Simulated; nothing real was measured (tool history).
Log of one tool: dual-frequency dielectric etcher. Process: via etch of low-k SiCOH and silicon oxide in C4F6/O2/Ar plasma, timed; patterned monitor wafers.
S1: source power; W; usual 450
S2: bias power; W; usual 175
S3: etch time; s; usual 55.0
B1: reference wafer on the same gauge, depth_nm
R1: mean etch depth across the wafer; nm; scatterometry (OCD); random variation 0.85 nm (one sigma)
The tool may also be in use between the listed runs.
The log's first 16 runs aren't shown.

{"hour": 839.9, "done": "wet clean of the chamber"}
{"run": 17, "hour": 846.8, "S1": 450, "S2": 175, "S3": 55.0, "B1": 159.2, "R1": 153.8}
{"run": 18, "hour": 898.4, "S1": 550, "S2": 213, "S3": 66.0, "B1": 158.9, "R1": 215.6}
{"hour": 946.8, "done": "upper electrode replaced"}
{"run": 19, "hour": 947.3, "S1": 480, "S2": 159, "S3": 55.0, "B1": 158.9, "R1": 153.2}
{"run": 20, "hour": 1008.6, "S1": 450, "S2": 208, "S3": 63.5, "B1": 159.0, "R1": 192.6}
{"run": 21, "hour": 1072.3, "S1": 450, "S2": 175, "S3": 68.0, "B1": 159.0, "R1": 194.1}
{"run": 22, "hour": 1135.1, "S1": 450, "S2": 175, "S3": 63.5, "B1": 159.0, "R1": 183.2}
{"run": 23, "hour": 1176.8, "S1": 450, "S2": 175, "S3": 55.0, "B1": 159.0, "R1": 159.4}
{"run": 24, "hour": 1200.9, "S1": 450, "S2": 132, "S3": 55.0, "B1": 158.8, "R1": 143.7}
{"run": 25, "hour": 1241.6, "S1": 450, "S2": 175, "S3": 55.0, "B1": 159.1, "R1": 160.3}
{"run": 26, "hour": 1285.6, "S1": 550, "S2": 175, "S3": 40.0, "B1": 159.1, "R1": 127.0}
{"run": 27, "hour": 1325.5, "S1": 450, "S2": 195, "S3": 55.0, "B1": 158.9, "R1": 167.0}

Run 28 comes next. What will it give?
{"run": 28, "hour": 1376.5, "S1": 470, "S2": 175, "S3": 55.0, "B1": "?", "R1": "?"}

Run 28 gave B1 159.1, R1 164.6 nm.
Without the tool's hidden state the same run would have given R1 156.8 nm.
